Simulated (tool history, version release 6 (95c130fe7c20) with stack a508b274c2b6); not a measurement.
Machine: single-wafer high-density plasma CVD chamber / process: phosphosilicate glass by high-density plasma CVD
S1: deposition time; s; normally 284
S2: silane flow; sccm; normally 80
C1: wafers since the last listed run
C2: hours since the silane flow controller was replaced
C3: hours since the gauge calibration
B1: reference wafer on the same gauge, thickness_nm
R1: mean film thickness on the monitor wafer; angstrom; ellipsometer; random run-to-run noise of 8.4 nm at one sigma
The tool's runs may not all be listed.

run    hour   S1  S2   C1      C2     C3        B1        R1
  1       0  243  80    0  3812.5    904  2458.829  19321.91
       45.8  -- gauge calibrated
  2     100  243  80  408  3912.5   54.2  2494.284  19665.68
  3   180.3  243  80  328  3992.8  134.5  2492.648  19617.82
  4   229.7  284  80  201  4042.2  183.9  2482.109  22894.59
  5   283.2  284  80  218  4095.7  237.4  2476.134  22770.28
  6   358.1  284  80  306  4170.6  312.3  2475.498  22926.61
  7   407.7  284  80  202  4220.2  361.9  2478.814  22807.57
  8     501  314  70  381  4313.5  455.2  2467.908  23503.06
      521.4  -- silane flow controller replaced
  9   564.7  314  70  227    43.3  518.9  2466.507  23504.87
 10   622.5  247  66  236   101.1  576.7  2465.675  17952.88
 11   711.5  284  90  363   190.1  665.7  2465.543  24122.99
 12   765.9  327  95  222   244.5  720.1  2462.226  28743.37
 13     817  228  80  208   295.6  771.2  2464.076  18242.88
 14   887.3  299  90  287   365.9  841.5   2462.24  25385.05
      944.2  -- gauge calibrated
 15   971.1  266  80  342   449.7   26.9  2492.723  21584.85
 16  1048.3  284  80  315   526.9  104.1  2488.155  22917.14
 17  1113.1  324  80  264   591.7  168.9  2482.461  26194.11
 18  1209.4  248  88  393     688  265.2  2479.413  20911.15

A few steps of R1 between consecutive runs. Split each: what settings, incoming material and random variation would produce without the hidden state, and what is left over for the hidden state, along with gauge scatter present in only one of the two compared results (measured, and without hidden state):
The tool's hidden condition here consists of: delivered silane flow above the setpoint (%); gauge reads high (%).
Run 12 -> 13: S1 327 -> 228, S2 95 -> 80. R1 -10500.49 angstrom: hidden state +144.14, all else -10644.63.
Run 14 -> 15: S1 299 -> 266, S2 90 -> 80, gauge calibrated. R1 -3800.2 angstrom: hidden state +355.52, all else -4155.72.
